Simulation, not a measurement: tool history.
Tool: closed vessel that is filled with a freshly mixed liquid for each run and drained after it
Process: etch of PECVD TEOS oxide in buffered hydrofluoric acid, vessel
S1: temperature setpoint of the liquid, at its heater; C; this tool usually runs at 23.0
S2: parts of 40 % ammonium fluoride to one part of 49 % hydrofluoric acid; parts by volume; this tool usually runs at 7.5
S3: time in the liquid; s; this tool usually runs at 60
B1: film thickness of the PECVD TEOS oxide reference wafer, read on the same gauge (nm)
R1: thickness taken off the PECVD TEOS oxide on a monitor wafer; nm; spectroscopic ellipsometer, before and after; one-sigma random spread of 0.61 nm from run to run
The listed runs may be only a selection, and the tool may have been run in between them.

run    hour    S1    S2  S3      B1      R1
  1     0.0  23.0   7.5  60  120.01  120.85
  2    65.9  23.0   8.0  60  120.00  113.08
  3    97.0  23.0   9.5  60  119.99   95.81
  4   150.3  23.0   9.5  60  119.99   95.11
  5   203.8  23.0   9.5  60  120.01   95.14
  6   269.1  23.0   5.5  60  120.00  159.20
  7   303.6  23.0   7.5  60  120.00  120.24
  8   343.4  23.0   7.5  60  119.99  119.72
  9   409.1  23.0   7.5  60  120.01  119.12
 10   438.9  23.0   7.5  60  120.00  119.80
 11   541.7  23.0   7.5  40  119.99   79.08
 12   608.8  23.0   7.5  40  120.01   79.10
 13   654.5  23.0   7.5  40  120.00   79.46
 14   693.0  23.0   7.5  60  119.99  117.73
 15   722.5  19.5   8.5  95  119.99  134.54
 16   753.9  23.0   8.5  90  120.01  155.38
      789.8  -- thermometer replaced
 17   802.6  23.0   7.5  60  120.01  124.18
      809.8  -- hydrofluoric acid flow meter replaced
 18   841.1  28.0   5.0  45  120.01  175.60
 19   873.9  23.0   7.5  40  120.03   82.78
 20   942.7  23.0   7.5  60  120.00  124.84
 21   976.2  20.0   5.0  60  120.01  150.75
 22  1047.5  27.5   7.5  35  119.98   91.59
 23  1106.8  26.0   7.5  60  120.01  146.30
 24  1162.3  23.0   7.5  60  119.98  122.07
     1221.5  -- gauge calibrated
 25  1223.6  19.5   7.5  60  119.99  101.44
 26  1277.3  23.0   6.5  85  119.96  198.52
 27  1341.3  19.5  10.5  60  120.01   73.73
 28  1366.3  23.0   7.5  60  120.02  121.69
 29  1399.2  26.0  10.5  80  119.99  140.65
 30  1453.3  23.0   7.5  60  120.02  121.76
 31  1501.1  19.0   7.5  60  120.01   97.04
 32  1539.0  23.0   7.5  60  120.03  121.51
 33  1597.5  23.0   7.5  85  120.00  170.02
 34  1624.4  24.5  10.5  45  120.02   72.15

Alternative continuations, all from the tool just after run 34; predict every row:
  A  1625.1  23.0  7.5  70   ?   ?
  B  1625.1  23.0  8.5  50   ?   ?
  C  1625.1  19.0  8.5  30   ?   ?

run      B1      R1
  A  119.97  140.99
  B  119.97   87.94
  C  119.97   42.20
Stripped of hidden state, with their random variation kept, the same runs would have yielded:
run      R1
  A  146.76
  B   91.54
  C   43.98
